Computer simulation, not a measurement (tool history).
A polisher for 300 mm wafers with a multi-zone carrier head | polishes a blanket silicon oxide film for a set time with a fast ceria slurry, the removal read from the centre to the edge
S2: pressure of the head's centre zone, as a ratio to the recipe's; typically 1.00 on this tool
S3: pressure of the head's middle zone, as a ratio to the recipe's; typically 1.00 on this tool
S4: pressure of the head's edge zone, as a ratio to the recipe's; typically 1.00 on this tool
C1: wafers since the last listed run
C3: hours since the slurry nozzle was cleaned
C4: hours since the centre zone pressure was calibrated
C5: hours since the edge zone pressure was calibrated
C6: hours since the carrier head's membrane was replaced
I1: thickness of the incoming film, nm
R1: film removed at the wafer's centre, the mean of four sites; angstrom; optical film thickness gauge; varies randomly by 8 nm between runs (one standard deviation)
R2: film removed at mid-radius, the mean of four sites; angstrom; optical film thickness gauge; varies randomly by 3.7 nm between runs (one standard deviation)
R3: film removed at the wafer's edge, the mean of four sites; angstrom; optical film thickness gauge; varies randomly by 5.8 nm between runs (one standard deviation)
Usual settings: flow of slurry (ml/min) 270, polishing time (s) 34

Run 1, day 0.000: usual settings; C1 0; wafers polished on this pad 617; C3 246.6; C4 819.3; C5 812.3; C6 492.9; I1 3325.5. Result: R1 5298 angstrom, R2 5289 angstrom, R3 5322 angstrom.
At day 0.288: worn pad replaced by a new one.
Run 2, day 0.446: usual settings; C1 56; wafers polished on this pad 32; C3 257.3; C4 830.0; C5 823.0; C6 503.6; I1 3291.8. Result: R1 5787 angstrom, R2 5811 angstrom, R3 5997 angstrom.
Run 3, day 0.842: usual settings but flow of slurry (ml/min) 290; C1 79; wafers polished on this pad 111; C3 266.8; C4 839.5; C5 832.5; C6 513.1; I1 3281.6. Result: R1 5711 angstrom, R2 5754 angstrom, R3 5799 angstrom.
Run 4, day 1.346: usual settings but flow of slurry (ml/min) 290; C1 101; wafers polished on this pad 213; C3 278.9; C4 851.6; C5 844.6; C6 525.2; I1 3341.1. Result: R1 5463 angstrom, R2 5603 angstrom, R3 5618 angstrom.
Run 5, day 2.079: usual settings but flow of slurry (ml/min) 290; C1 147; wafers polished on this pad 361; C3 296.5; C4 869.2; C5 862.2; C6 542.8; I1 3302.8. Result: R1 5367 angstrom, R2 5417 angstrom, R3 5443 angstrom.
Run 6, day 2.542: usual settings; C1 93; wafers polished on this pad 454; C3 307.6; C4 880.3; C5 873.3; C6 553.9; I1 3252.3. Result: R1 5273 angstrom, R2 5318 angstrom, R3 5458 angstrom.
Run 7, day 3.279: usual settings; C1 148; wafers polished on this pad 603; C3 325.3; C4 898.0; C5 891.0; C6 571.6; I1 3354.9. Result: R1 5166 angstrom, R2 5356 angstrom, R3 5434 angstrom.
At day 3.967: worn pad replaced by a new one.
Run 8, day 3.988: usual settings; C1 109; wafers polished on this pad 3; C3 342.3; C4 915.0; C5 908.0; C6 588.6; I1 3324.5. Result: R1 5825 angstrom, R2 5839 angstrom, R3 5940 angstrom.
At day 4.862: carrier head's membrane replaced by a new one.
At day 4.975: edge zone pressure recalibrated.
Run 9, day 5.792: usual settings; C1 305; wafers polished on this pad 308; C3 385.6; C4 958.3; C5 19.6; C6 22.3; I1 3328.9. Result: R1 5285 angstrom, R2 5255 angstrom, R3 5425 angstrom.
At day 6.033: slurry nozzle cleaned.
Run 10, day 6.138: usual settings but flow of slurry (ml/min) 290; C1 61; wafers polished on this pad 370; C3 2.5; C4 966.6; C5 27.9; C6 30.6; I1 3281.8. Result: R1 5189 angstrom, R2 5349 angstrom, R3 5418 angstrom.
Run 11, day 6.646: usual settings but flow of slurry (ml/min) 350, S3 0.96, S4 1.04; C1 102; wafers polished on this pad 472; C3 14.7; C4 978.8; C5 40.1; C6 42.8; I1 3264.2. Result: R1 5273 angstrom, R2 5170 angstrom, R3 5451 angstrom.
At day 6.904: centre zone pressure recalibrated.
At day 7.021: worn pad replaced by a new one.
Run 12, day 7.042: usual settings but S2 1.04; C1 38; wafers polished on this pad 3; C3 24.2; C4 3.3; C5 49.6; C6 52.3; I1 3346.6. Result: R1 6158 angstrom, R2 5956 angstrom, R3 5928 angstrom.
Run 13, day 7.671: usual settings but flow of slurry (ml/min) 305, S2 1.06, S4 0.88; C1 126; wafers polished on this pad 130; C3 39.3; C4 18.4; C5 64.7; C6 67.4; I1 3320.6. Result: R1 5936 angstrom, R2 5790 angstrom, R3 5526 angstrom.
Run 14, day 8.296: usual settings but flow of slurry (ml/min) 350, S3 0.96, S4 1.04; C1 126; wafers polished on this pad 256; C3 54.3; C4 33.4; C5 79.7; C6 82.4; I1 3309.0. Result: R1 5697 angstrom, R2 5513 angstrom, R3 5840 angstrom.
Run 15, day 8.850: usual settings; C1 111; wafers polished on this pad 368; C3 67.6; C4 46.7; C5 93.0; C6 95.7; I1 3301.5. Result: R1 5412 angstrom, R2 5374 angstrom, R3 5527 angstrom.
Run 16, day 9.300: usual settings but flow of slurry (ml/min) 205, S3 0.93, S4 1.05; C1 90; wafers polished on this pad 459; C3 78.4; C4 57.5; C5 103.8; C6 106.5; I1 3268.4. Result: R1 5132 angstrom, R2 4991 angstrom, R3 5495 angstrom.
Run 17, day 9.812: usual settings but S3 0.96; C1 103; wafers polished on this pad 562; C3 90.7; C4 69.8; C5 116.1; C6 118.8; I1 3310.3. Result: R1 5328 angstrom, R2 5178 angstrom, R3 5394 angstrom.
At day 10.138: worn pad replaced by a new one.
Run 18, day 10.158: usual settings but flow of slurry (ml/min) 340, S2 0.90, S3 1.04, polishing time (s) 40; C1 36; wafers polished on this pad 4; C3 99.0; C4 78.1; C5 124.4; C6 127.1; I1 3263.7. Result: R1 6402 angstrom, R2 7256 angstrom, R3 7042 angstrom.
Run 19, day 10.417: usual settings but flow of slurry (ml/min) 215; C1 52; wafers polished on this pad 56; C3 105.2; C4 84.3; C5 130.6; C6 133.3; I1 3375.4. Result: R1 5428 angstrom, R2 5661 angstrom, R3 5717 angstrom.

Some steps in R1 between neighbouring runs. How much of each would the tool show without its hidden state too (settings, what came in, random variation), and how much is left for the hidden state, with any gauge scatter that isn't in both results?
Unlogged tool condition in this case: removal rate lost through wear of the pad, %; slurry flow missing at the pad, %; deviation of the centre zone's pressure from its setpoint, %; deviation of the edge zone's pressure from its setpoint, %.
Run 11 -> 12: flow of slurry (ml/min) 350 -> 270, S2 1.00 -> 1.04, S3 0.96 -> 1.00, S4 1.04 -> 1.00, centre zone pressure recalibrated, worn pad replaced by a new one. R1 +885 angstrom: hidden state +700, all else +185.
Run 17 -> 18: flow of slurry (ml/min) 270 -> 340, S2 1.00 -> 0.90, S3 0.96 -> 1.04, polishing time (s) 34 -> 40, worn pad replaced by a new one. R1 +1074 angstrom: hidden state +532, all else +542.
